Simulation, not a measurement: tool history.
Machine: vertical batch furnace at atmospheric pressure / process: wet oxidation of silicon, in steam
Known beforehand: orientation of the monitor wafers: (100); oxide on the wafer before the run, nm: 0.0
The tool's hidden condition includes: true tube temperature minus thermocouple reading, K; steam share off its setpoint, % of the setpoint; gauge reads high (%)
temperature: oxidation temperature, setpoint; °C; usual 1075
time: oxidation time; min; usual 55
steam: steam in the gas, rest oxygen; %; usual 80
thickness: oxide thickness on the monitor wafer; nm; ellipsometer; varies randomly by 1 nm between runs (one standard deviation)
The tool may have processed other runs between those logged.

run,hour,temperature,time,steam,wafers since the last listed run,hours since the last temperature calibration,hours since the steam generator was serviced,hours since the gauge calibration,"read-back reference wafer on the same gauge, thickness",thickness
1,0,1075,47.5,80,0,2733.7,1878.9,225.7,565.61,470.77
# hour 17: gauge calibrated
2,26.8,1075,47.5,80,389,2760.5,1905.7,9.8,565.76,472.05
3,54.8,1075,47.5,80,407,2788.5,1933.7,37.8,565.56,471.59
4,81.6,1075,55,80,389,2815.3,1960.5,64.6,565.93,512.96
5,160.1,1075,55,80,1141,2893.8,2039,143.1,566.13,514.48
# hour 188.5: thermocouples replaced and temperature profile calibrated
6,195,1075,55,80,158,6.5,2073.9,178,565.8,513.91
7,224.8,1075,55,80,433,36.3,2103.7,207.8,565.39,513.36
8,275.7,1075,44,88,739,87.2,2154.6,258.7,566.03,476.96
9,301.2,1064,40.5,83,370,112.7,2180.1,284.2,565.61,414.17
# hour 312.2: gauge calibrated
10,318.7,1075,55,76,254,130.2,2197.6,6.5,565.96,496.45
# hour 351.1: steam generator serviced
11,351.6,1075,55,87,129,163.1,0.5,39.4,565.88,540.46
12,357.7,1075,38.5,77,88,169.2,6.6,45.5,565.79,404.91
13,386.8,1075,31.5,80,423,198.3,35.7,74.6,566.07,366.4
14,464.1,1075,47.5,80,1123,275.6,113,151.9,566.13,472.21
15,485.7,1050,66,80,314,297.2,134.6,173.5,565.39,504.49
16,513.3,1075,28,80,401,324.8,162.2,201.1,566.05,341.53

Consider 4 possible next runs. They are alternatives, not a sequence: every one starts from the tool as it was left by run 16. What does each give?
A,517.4,1075,55,80,59,328.9,166.3,205.2,?,?
B,517.4,1054,67,88,59,328.9,166.3,205.2,?,?
C,517.4,1098,28.5,72,59,328.9,166.3,205.2,?,?
D,517.4,1067,37,70,59,328.9,166.3,205.2,?,?

run,"read-back reference wafer on the same gauge, thickness",thickness
A,566.05,512.22
B,566.05,549.64
C,566.05,362.47
D,566.05,356.36
Stripped of hidden state, with their random variation kept, the same runs would have yielded:
run,thickness
A,512.22
B,549.64
C,362.47
D,356.36

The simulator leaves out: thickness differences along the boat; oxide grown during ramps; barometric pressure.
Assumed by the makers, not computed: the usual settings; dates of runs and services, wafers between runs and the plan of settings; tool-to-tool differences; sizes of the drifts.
